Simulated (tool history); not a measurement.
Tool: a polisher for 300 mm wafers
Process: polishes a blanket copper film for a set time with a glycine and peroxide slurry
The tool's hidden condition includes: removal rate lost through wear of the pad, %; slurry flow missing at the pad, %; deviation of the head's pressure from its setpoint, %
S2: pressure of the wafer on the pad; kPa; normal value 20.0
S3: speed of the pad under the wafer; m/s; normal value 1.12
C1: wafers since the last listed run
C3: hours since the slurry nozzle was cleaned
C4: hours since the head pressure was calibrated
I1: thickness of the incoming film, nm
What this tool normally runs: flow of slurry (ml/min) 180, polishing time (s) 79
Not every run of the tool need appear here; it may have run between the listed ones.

Run 1, day 0.000: usual settings; C1 0; wafers polished on this pad 260; C3 569.0; C4 231.2; I1 1811.0. Result: film removed (nm) 527.6.
Run 2, day 0.838: usual settings but S2 24.8 kPa; C1 168; wafers polished on this pad 429; C3 589.1; C4 251.3; I1 1796.2. Result: film removed (nm) 635.7.
At day 1.862: worn pad replaced by a new one.
Run 3, day 1.883: usual settings but S2 24.8 kPa; C1 176; wafers polished on this pad 4; C3 614.2; C4 276.4; I1 1761.2. Result: film removed (nm) 632.0.
Run 4, day 2.425: usual settings; C1 108; wafers polished on this pad 113; C3 627.2; C4 289.4; I1 1779.7. Result: film removed (nm) 519.0.
Run 5, day 2.929: usual settings; C1 101; wafers polished on this pad 214; C3 639.3; C4 301.5; I1 1783.2. Result: film removed (nm) 511.8.
Run 6, day 4.138: usual settings; C1 242; wafers polished on this pad 457; C3 668.3; C4 330.5; I1 1776.9. Result: film removed (nm) 506.8.
At day 5.238: head pressure recalibrated.
At day 5.367: worn pad replaced by a new one.
Run 7, day 5.388: usual settings; C1 208; wafers polished on this pad 3; C3 698.3; C4 3.6; I1 1780.3. Result: film removed (nm) 556.8.
Run 8, day 6.308: usual settings; C1 185; wafers polished on this pad 188; C3 720.4; C4 25.7; I1 1764.9. Result: film removed (nm) 549.9.
Run 9, day 7.383: usual settings but polishing time (s) 67; C1 216; wafers polished on this pad 404; C3 746.2; C4 51.5; I1 1793.6. Result: film removed (nm) 473.0.
Run 10, day 8.596: usual settings but S3 1.42 m/s, polishing time (s) 58; C1 243; wafers polished on this pad 648; C3 775.3; C4 80.6; I1 1770.7. Result: film removed (nm) 501.7.
At day 8.775: worn pad replaced by a new one.
At day 8.783: slurry nozzle cleaned.
Run 11, day 9.229: usual settings but S3 1.42 m/s, polishing time (s) 58; C1 91; wafers polished on this pad 89; C3 10.7; C4 95.8; I1 1773.1. Result: film removed (nm) 490.8.
Run 12, day 10.375: usual settings but flow of slurry (ml/min) 130; C1 230; wafers polished on this pad 319; C3 38.2; C4 123.3; I1 1800.9. Result: film removed (nm) 514.1.
At day 11.692: worn pad replaced by a new one, of another model than before.
Run 13, day 12.867: usual settings but flow of slurry (ml/min) 205; C1 467; wafers polished on this pad 236; C3 98.0; C4 183.1; I1 1772.8. Result: film removed (nm) 546.8.
Run 14, day 13.629: usual settings but flow of slurry (ml/min) 195, S3 0.80 m/s; C1 153; wafers polished on this pad 389; C3 116.3; C4 201.4; I1 1797.4. Result: film removed (nm) 470.1.
At day 14.433: worn pad replaced by a new one.
Run 15, day 15.962: usual settings but flow of slurry (ml/min) 200, S2 13.8 kPa, polishing time (s) 99; C1 435; wafers polished on this pad 307; C3 172.3; C4 257.4; I1 1761.3. Result: film removed (nm) 576.6.

3 ways to go on from here, each from the tool as it stands after run 15. What would each give?
Run A, day 15.979: usual settings; C1 3; wafers polished on this pad 310; C3 172.7; C4 257.8; I1 1791.3. Result: film removed (nm) ?.
Run B, day 15.979: usual settings but S2 25.5 kPa, polishing time (s) 90; C1 3; wafers polished on this pad 310; C3 172.7; C4 257.8; I1 1791.3. Result: film removed (nm) ?.
Run C, day 15.979: usual settings but flow of slurry (ml/min) 240, S2 17.9 kPa, S3 0.86 m/s, polishing time (s) 99; C1 3; wafers polished on this pad 310; C3 172.7; C4 257.8; I1 1791.3. Result: film removed (nm) ?.

run  film removed (nm)
  A              528.2
  B              682.8
  C              581.3
Stripped of hidden state, with their random variation kept, the same runs would have yielded:
run  film removed (nm)
  A              543.2
  B              702.6
  C              597.3
